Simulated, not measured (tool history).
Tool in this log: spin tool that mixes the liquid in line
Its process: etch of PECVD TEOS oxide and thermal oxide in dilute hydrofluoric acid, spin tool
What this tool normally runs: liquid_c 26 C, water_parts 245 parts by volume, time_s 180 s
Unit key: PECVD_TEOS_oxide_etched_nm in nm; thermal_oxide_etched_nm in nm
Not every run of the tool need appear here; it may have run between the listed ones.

run	day	liquid_c	water_parts	time_s	read-back film thickness of the PECVD TEOS oxide reference wafer, read on the same gauge (nm)	read-back film thickness of the thermal oxide reference wafer, read on the same gauge (nm)	PECVD_TEOS_oxide_etched_nm	thermal_oxide_etched_nm
1	0	30	245	120	51.76	82.874	7.74	2.269
# day 1.004: thermometer replaced
2	1.317	30	245	120	51.87	82.959	7.9	2.257
3	2.117	27	245	180	51.87	83.036	10.57	3.083
4	2.804	27	245	180	51.92	83.06	10.77	3.083
# day 2.912: gauge calibrated
5	3.454	27	245	180	49.98	79.979	10.17	2.973
6	4.108	26	245	180	50.01	80.035	10.1	2.867
7	4.904	26	245	140	50.06	80.114	7.71	2.234
8	6.292	26	325	180	50.13	80.2	7.03	1.993
# day 6.475: hydrofluoric acid flow meter replaced
9	7.146	26	245	180	50.23	80.318	10.01	2.875
10	7.85	29.5	360	220	50.2	80.331	8.2	2.358
11	8.767	26	320	135	50.26	80.407	5.45	1.515
12	9.967	26	245	285	50.34	80.487	15.93	4.539
13	11.371	24	185	90	50.38	80.586	6.57	1.895
14	12.492	28.5	130	180	50.48	80.708	23.73	6.754

Run 15 comes next. What will it give?
15	13.371	26	285	180	?	?	?	?

read-back film thickness of the PECVD TEOS oxide reference wafer, read on the same gauge (nm): 50.49
read-back film thickness of the thermal oxide reference wafer, read on the same gauge (nm): 80.771
PECVD_TEOS_oxide_etched_nm: 8.21 nm
thermal_oxide_etched_nm: 2.382 nm
Were there no unlogged condition in the tool, this run, its random variation unchanged, would have produced PECVD_TEOS_oxide_etched_nm 8.13 nm, thermal_oxide_etched_nm 2.359 nm.
